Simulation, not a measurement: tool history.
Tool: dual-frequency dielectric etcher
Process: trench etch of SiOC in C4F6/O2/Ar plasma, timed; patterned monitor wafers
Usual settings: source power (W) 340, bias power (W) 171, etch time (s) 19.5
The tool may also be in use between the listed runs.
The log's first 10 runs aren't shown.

run,hour,source power (W),bias power (W),etch time (s),wafers since the last listed run,hours since the last wet clean,hours since the last source power generator calibration,hours since the last bias power generator calibration,hours since the last upper electrode change,hours since the gauge calibration,"read-back reference wafer on the same gauge, depth_nm",mean etch depth across the wafer (Å)
11,646.9,340,181,19.5,1465,359.6,3168.1,1871.9,3605.1,1730.7,36.83,406.1
12,730.4,340,181,19.5,1274,443.1,3251.6,1955.4,3688.6,1814.2,36.8,404.9
# hour 789.6: wet clean of the chamber
13,790.1,340,181,19.5,544,0.5,3311.3,2015.1,3748.3,1873.9,36.77,410.2
14,859.7,340,171,17.5,1062,70.1,3380.9,2084.7,3817.9,1943.5,36.83,361.8
# hour 893: source power generator calibrated
15,911,340,171,19.5,722,121.4,18,2136,3869.2,1994.8,36.8,396.8
# hour 995.8: bias power generator calibrated
16,1015.4,340,181,19.5,1532,225.8,122.4,19.6,3973.6,2099.2,36.82,401
17,1072.2,340,189,23.5,867,282.6,179.2,76.4,4030.4,2156,36.8,487
18,1161.2,360,204,24,1358,371.6,268.2,165.4,4119.4,2245,36.81,515.7
# hour 1212.2: upper electrode replaced
19,1219.4,290,157,15.5,522,429.8,326.4,223.6,7.2,2303.2,36.8,289
20,1282.6,340,197,25,964,493,389.6,286.8,70.4,2366.4,36.8,519
# hour 1285.5: gauge calibrated
# hour 1329.3: wet clean of the chamber
21,1354.2,310,195,15.5,726,24.9,461.2,358.4,142,68.7,36.82,318.1
22,1420.3,340,171,19.5,1009,91,527.3,424.5,208.1,134.8,36.79,398.6
23,1593.3,340,171,19.5,2640,264,700.3,597.5,381.1,307.8,36.81,395.3
24,1642.5,340,171,19.5,751,313.2,749.5,646.7,430.3,357,36.8,395.8
25,1707.2,370,191,14.5,987,377.9,814.2,711.4,495,421.7,36.81,311.4
26,1792.9,340,171,19.5,1308,463.6,899.9,797.1,580.7,507.4,36.78,394.1
# hour 1872.8: wet clean of the chamber
27,1886.1,410,159,22,1056,13.3,993.1,890.3,673.9,600.6,36.8,474.3
28,1986.2,370,199,19.5,1528,113.4,1093.2,990.4,774,700.7,36.79,426.6
29,2038.4,390,142,22,796,165.6,1145.4,1042.6,826.2,752.9,36.8,452.6
30,2084.7,340,171,25,706,211.9,1191.7,1088.9,872.5,799.2,36.79,509.3

3 ways to go on from here, each from the tool as it stands after run 30. What would each give?
A,2085.1,310,171,19.5,6,212.3,1192.1,1089.3,872.9,799.6,?,?
B,2085.1,370,152,18,6,212.3,1192.1,1089.3,872.9,799.6,?,?
C,2085.1,390,195,18,6,212.3,1192.1,1089.3,872.9,799.6,?,?

run,"read-back reference wafer on the same gauge, depth_nm",mean etch depth across the wafer (Å)
A,36.81,385.3
B,36.81,368.5
C,36.81,398.3
Without the tool's hidden state the same runs would have given:
run,mean etch depth across the wafer (Å)
A,385
B,368.2
C,398
